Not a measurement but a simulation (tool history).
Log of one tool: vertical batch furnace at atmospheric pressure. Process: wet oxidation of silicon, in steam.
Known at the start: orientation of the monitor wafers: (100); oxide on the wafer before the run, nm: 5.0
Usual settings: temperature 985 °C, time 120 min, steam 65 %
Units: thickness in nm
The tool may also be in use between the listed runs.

| run | hour | temperature | time | steam | wafers since the last listed run | hours since the last temperature calibration | hours since the steam generator was serviced | hours since the gauge calibration | read-back reference wafer on the same gauge, thickness | thickness |
|---|---|---|---|---|---|---|---|---|---|---|
| 1 | 0 | 985 | 120 | 65 | 0 | 4079.4 | 1944 | 1009.9 | 427.03 | 412.03 |
| 2 | 28.3 | 985 | 120 | 65 | 414 | 4107.7 | 1972.3 | 1038.2 | 425.83 | 410.35 |
| 3 | 62.4 | 985 | 120 | 65 | 499 | 4141.8 | 2006.4 | 1072.3 | 426.01 | 415.48 |
| 4 | 76.7 | 985 | 120 | 65 | 209 | 4156.1 | 2020.7 | 1086.6 | 425.84 | 412.83 |
| 5 | 130.8 | 985 | 120 | 65 | 792 | 4210.2 | 2074.8 | 1140.7 | 426.38 | 415.02 |
| 6 | 160.2 | 985 | 120 | 65 | 430 | 4239.6 | 2104.2 | 1170.1 | 425.6 | 410.49 |
| 7 | 192.2 | 999 | 120 | 65 | 468 | 4271.6 | 2136.2 | 1202.1 | 426.19 | 456.36 |
|  | 224.1 | thermocouples replaced and temperature profile calibrated |
| 8 | 224.6 | 985 | 120 | 65 | 123 | 0.5 | 2168.6 | 1234.5 | 425.99 | 409.24 |
| 9 | 241 | 985 | 120 | 65 | 240 | 16.9 | 2185 | 1250.9 | 426.19 | 414.07 |
|  | 259.8 | gauge calibrated |
| 10 | 264.8 | 985 | 120 | 59 | 348 | 40.7 | 2208.8 | 5 | 426.08 | 385.33 |
| 11 | 278.4 | 985 | 120 | 59 | 199 | 54.3 | 2222.4 | 18.6 | 425.35 | 385.31 |
| 12 | 296.9 | 985 | 120 | 59 | 271 | 72.8 | 2240.9 | 37.1 | 426.17 | 386.27 |
| 13 | 318.8 | 985 | 120 | 65 | 320 | 94.7 | 2262.8 | 59 | 425.39 | 410.78 |
| 14 | 355.3 | 985 | 120 | 60 | 534 | 131.2 | 2299.3 | 95.5 | 426.04 | 387.33 |
| 15 | 379.5 | 985 | 120 | 60 | 354 | 155.4 | 2323.5 | 119.7 | 426.23 | 386.66 |
| 16 | 411.6 | 985 | 120 | 60 | 470 | 187.5 | 2355.6 | 151.8 | 425.78 | 390.14 |
| 17 | 437.8 | 968 | 82 | 57 | 383 | 213.7 | 2381.8 | 178 | 425.59 | 246.57 |
| 18 | 463.2 | 985 | 72 | 71 | 372 | 239.1 | 2407.2 | 203.4 | 425.48 | 301.62 |
| 19 | 494.2 | 978 | 120 | 65 | 454 | 270.1 | 2438.2 | 234.4 | 425.45 | 389.19 |
| 20 | 522.6 | 985 | 120 | 65 | 416 | 298.5 | 2466.6 | 262.8 | 424.93 | 410.3 |
| 21 | 546.6 | 985 | 171 | 55 | 351 | 322.5 | 2490.6 | 286.8 | 425.87 | 465.51 |
| 22 | 567.6 | 985 | 120 | 61 | 307 | 343.5 | 2511.6 | 307.8 | 425.94 | 394.05 |
|  | 592.7 | steam generator serviced |
| 23 | 593.2 | 985 | 120 | 65 | 23 | 369.1 | 0.5 | 333.4 | 425.72 | 433.99 |
| 24 | 624.6 | 970 | 147 | 60 | 459 | 400.5 | 31.9 | 364.8 | 426.09 | 420.72 |
| 25 | 638.2 | 985 | 144 | 62 | 199 | 414.1 | 45.5 | 378.4 | 426.22 | 475.01 |
| 26 | 671.9 | 968 | 178.5 | 65 | 493 | 447.8 | 79.2 | 412.1 | 426.2 | 501.49 |
| 27 | 693.8 | 963 | 87.5 | 76 | 320 | 469.7 | 101.1 | 434 | 426.33 | 319.8 |
| 28 | 719.5 | 985 | 120 | 65 | 376 | 495.4 | 126.8 | 459.7 | 425.25 | 427.53 |
| 29 | 750.9 | 1003 | 120 | 57 | 459 | 526.8 | 158.2 | 491.1 | 425.55 | 445.73 |
| 30 | 765.2 | 985 | 120 | 65 | 209 | 541.1 | 172.5 | 505.4 | 426 | 423.57 |
| 31 | 786.4 | 970 | 93 | 62 | 310 | 562.3 | 193.7 | 526.6 | 425.96 | 304.91 |
| 32 | 822.1 | 965 | 153.5 | 54 | 522 | 598 | 229.4 | 562.3 | 425.47 | 382.3 |
| 33 | 883.8 | 976 | 120 | 65 | 903 | 659.7 | 291.1 | 624 | 425.8 | 396.3 |
| 34 | 904.8 | 985 | 169.5 | 65 | 307 | 680.7 | 312.1 | 645 | 426.26 | 541.61 |
| 35 | 922.3 | 1001 | 151 | 65 | 256 | 698.2 | 329.6 | 662.5 | 426.35 | 547.97 |
| 36 | 936.1 | 985 | 120 | 65 | 202 | 712 | 343.4 | 676.3 | 425.34 | 427.75 |
| 37 | 967.3 | 1006 | 120 | 65 | 457 | 743.2 | 374.6 | 707.5 | 426.18 | 488.42 |
| 38 | 988.8 | 985 | 120 | 70 | 314 | 764.7 | 396.1 | 729 | 425.4 | 447.04 |

Some steps in thickness between neighbouring runs. How much of each would the tool show without its hidden state too (settings, what came in, random variation), and how much is left for the hidden state, with any gauge scatter that isn't in both results?
The hidden state here: true tube temperature minus thermocouple reading, K; steam share off its setpoint, % of the setpoint; gauge reads high (%).
Run 16 -> 17: temperature 985 -> 968, time 120 -> 82, steam 60 -> 57. thickness -143.57 nm: hidden state +7.54, all else -151.11.
Run 18 -> 19: temperature 985 -> 978, time 72 -> 120, steam 71 -> 65. thickness +87.57 nm: hidden state -5.18, all else +92.75.
Run 22 -> 23: steam 61 -> 65, steam generator serviced. thickness +39.94 nm: hidden state +21.56, all else +18.38.
Run 26 -> 27: temperature 968 -> 963, time 178.5 -> 87.5, steam 65 -> 76. thickness -181.69 nm: hidden state +1.79, all else -183.48.
Run 33 -> 34: temperature 976 -> 985, time 120 -> 169.5. thickness +145.31 nm: hidden state -3.7, all else +149.01.
